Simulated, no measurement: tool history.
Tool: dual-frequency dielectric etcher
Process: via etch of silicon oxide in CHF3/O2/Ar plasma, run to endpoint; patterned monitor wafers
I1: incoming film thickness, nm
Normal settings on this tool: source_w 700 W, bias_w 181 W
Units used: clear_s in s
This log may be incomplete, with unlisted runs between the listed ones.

Run 1, hour 0: usual settings; I1 798.1. Result: clear_s 402.5 s.
Run 2, hour 55.5: usual settings; I1 787.6. Result: clear_s 400.5 s.
Run 3, hour 287: usual settings; I1 793.9. Result: clear_s 414.7 s.
At hour 569.7: wet clean of the chamber.
Run 4, hour 570.1: usual settings but bias_w 214 W; I1 803.1. Result: clear_s 366.3 s.
Run 5, hour 633.3: usual settings but bias_w 214 W; I1 794. Result: clear_s 371.1 s.
Run 6, hour 681.7: usual settings but source_w 620 W; I1 791.5. Result: clear_s 415 s.
Run 7, hour 764.8: usual settings but source_w 620 W; I1 790. Result: clear_s 420.2 s.
Run 8, hour 886.9: usual settings but source_w 620 W; I1 786.8. Result: clear_s 417.6 s.
Run 9, hour 951.1: usual settings but bias_w 193 W; I1 795.5. Result: clear_s 407.9 s.
At hour 1008.3: upper electrode replaced.
Run 10, hour 1046.7: usual settings; I1 797.2. Result: clear_s 417.8 s.
At hour 1156: wet clean of the chamber.
Run 11, hour 1156.5: usual settings; I1 795.5. Result: clear_s 398.1 s.
Run 12, hour 1200.4: usual settings but bias_w 146 W; I1 798.3. Result: clear_s 445.4 s.
Run 13, hour 1306.3: usual settings; I1 792.5. Result: clear_s 398.9 s.
At hour 1318.9: source power generator calibrated.
Run 14, hour 1446.1: usual settings; I1 786.5. Result: clear_s 400.9 s.
Run 15, hour 1505.6: usual settings; I1 789.4. Result: clear_s 407.1 s.
Run 16, hour 1589.9: usual settings but source_w 610 W, bias_w 169 W; I1 791.3. Result: clear_s 447.8 s.
Run 17, hour 1678.9: usual settings but bias_w 226 W; I1 790.9. Result: clear_s 375.9 s.
At hour 1719.6: wet clean of the chamber.
At hour 1732.7: bias power generator calibrated.
Run 18, hour 1782.4: usual settings but source_w 830 W; I1 794.6. Result: clear_s 380.4 s.
Run 19, hour 1885.7: usual settings; I1 792.5. Result: clear_s 404 s.
Run 20, hour 1933.9: usual settings but source_w 540 W, bias_w 139 W; I1 788.9. Result: clear_s 490.4 s.
Run 21, hour 1982.6: usual settings but source_w 540 W, bias_w 149 W; I1 790.7. Result: clear_s 478.3 s.
Run 22, hour 2025.2: usual settings; I1 794.3. Result: clear_s 405.8 s.
Run 23, hour 2065.6: usual settings but source_w 630 W, bias_w 160 W; I1 791.5. Result: clear_s 444.6 s.
Run 24, hour 2143.6: usual settings; I1 796.1. Result: clear_s 408.1 s.
At hour 2230: wet clean of the chamber.
Run 25, hour 2230.5: usual settings but bias_w 214 W; I1 789.5. Result: clear_s 363.1 s.
Run 26, hour 2304.2: usual settings but source_w 790 W, bias_w 203 W; I1 795.9. Result: clear_s 363.5 s.
Run 27, hour 2350.4: usual settings but source_w 870 W, bias_w 144 W; I1 807. Result: clear_s 425.2 s.
Run 28, hour 2418.5: usual settings but source_w 570 W, bias_w 196 W; I1 793.9. Result: clear_s 412 s.
Run 29, hour 2517.7: usual settings but source_w 840 W, bias_w 169 W; I1 796.1. Result: clear_s 399.4 s.
Run 30, hour 2554.3: usual settings but source_w 630 W; I1 791.1. Result: clear_s 415.4 s.
Run 31, hour 2653.1: usual settings; I1 808. Result: clear_s 416.3 s.

Each run again, without the hidden state but with its own random variation kept:
Hidden state present: etch rate over this chamber's usual, %; source power that arrives over what is set, %; bias power that arrives over what is set, %.
run  clear_s
  1    399.6
  2    395.3
  3    399.8
  4      365
  5    367.4
  6    408.9
  7    410.6
  8    402.9
  9      391
 10    396.5
 11    396.9
 12    442.1
 13    391.7
 14      388
 15    391.6
 16      427
 17    355.2
 18    378.5
 19    397.8
 20    480.5
 21    466.3
 22      394
 23    429.8
 24    391.4
 25    363.6
 26    361.4
 27    420.8
 28    404.8
 29    388.5
 30    402.6
 31    399.3
